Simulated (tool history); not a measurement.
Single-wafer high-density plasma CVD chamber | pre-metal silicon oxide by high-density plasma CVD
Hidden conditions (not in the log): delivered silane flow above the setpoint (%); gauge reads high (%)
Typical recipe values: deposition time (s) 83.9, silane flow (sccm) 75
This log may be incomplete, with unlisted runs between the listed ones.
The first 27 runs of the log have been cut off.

run,day,deposition time (s),silane flow (sccm),wafers since the last listed run,hours since the silane flow controller was replaced,hours since the gauge calibration,"read-back reference wafer on the same gauge, thickness_nm",mean film thickness on the monitor wafer (angstrom)
28,77.917,98.1,88,1025,398.1,634.8,516.497,8170.35
29,82.096,78.9,75,1675,498.4,735.1,516.966,5643.64
30,86.300,69.7,75,1685,599.3,836.0,516.809,4982.25
31,87.979,94.7,69,673,639.6,876.3,517.732,6237.63
32,91.162,83.9,87,1276,716.0,952.7,517.216,6956.80
33,93.062,83.9,89,761,761.6,998.3,516.660,7082.01
34,96.950,83.9,75,1559,854.9,1091.6,517.106,5966.53
35,100.954,83.9,81,1605,951.0,1187.7,517.076,6462.23
36,103.929,83.9,75,1193,1022.4,1259.1,516.977,5999.38
37,107.292,93.2,85,1348,1103.1,1339.8,517.098,7526.92
38,111.367,75.1,64,1634,1200.9,1437.6,517.013,4596.42
39,115.525,68.8,86,1667,1300.7,1537.4,517.074,5601.64

Consider 3 possible next runs. They are alternatives, not a sequence: every one starts from the tool as it was left by run 39. What does each give?
A,115.542,83.9,75,6,1301.1,1537.8,?,?
B,115.542,91.7,79,6,1301.1,1537.8,?,?
C,115.542,83.9,82,6,1301.1,1537.8,?,?

run,"read-back reference wafer on the same gauge, thickness_nm",mean film thickness on the monitor wafer (angstrom)
A,517.079,5982.56
B,517.079,6879.90
C,517.079,6528.79
What these runs would have given with no unlogged condition in the tool:
run,mean film thickness on the monitor wafer (angstrom)
A,5996.41
B,6895.83
C,6543.91
